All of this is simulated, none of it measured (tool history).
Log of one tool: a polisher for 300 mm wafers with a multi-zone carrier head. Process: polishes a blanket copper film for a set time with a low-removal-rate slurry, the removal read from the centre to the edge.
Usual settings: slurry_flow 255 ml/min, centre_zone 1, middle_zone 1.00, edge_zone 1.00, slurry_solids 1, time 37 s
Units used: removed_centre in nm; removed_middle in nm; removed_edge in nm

run	hour	slurry_flow	centre_zone	middle_zone	edge_zone	slurry_solids	time	incoming thickness of the incoming film, nm	removed_centre	removed_middle	removed_edge
1	0.0	255	1	0.96	1.00	1	37	1167.9	84.5	76.7	79.3
2	22.4	255	1	0.96	1.00	1	37	1180.9	79.4	73.9	77.7
3	49.8	255	1	1.00	1.00	1	37	1161.7	78.5	74.4	74.2
# hour 71.3: worn pad replaced by a new one
4	71.8	255	1	1.00	1.00	1	37	1186.0	85.8	81.4	82.2
5	91.7	255	1	1.09	1.00	1	37	1172.5	84.8	85.1	80.8
6	126.0	255	1	1.09	1.00	1	37	1180.8	81.8	80.9	77.7
7	146.5	255	1	1.09	1.00	1	37	1184.6	79.6	79.4	75.7
8	165.6	255	1	1.00	1.00	1	37	1196.0	77.4	71.3	72.6
# hour 172.7: worn pad replaced by a new one
9	193.4	255	1	1.00	1.00	1	37	1177.3	86.8	78.8	79.9

Run 10, settings as shown, results not yet in. Your forecast:
10	224.8	340	1	1.00	1.09	1	37	1178.1	?	?	?

removed_centre: 84.0 nm
removed_middle: 76.9 nm
removed_edge: 82.6 nm
With the hidden condition absent and the run-to-run variation left alone, this run would have shown removed_centre 85.2 nm, removed_middle 83.6 nm, removed_edge 89.7 nm.
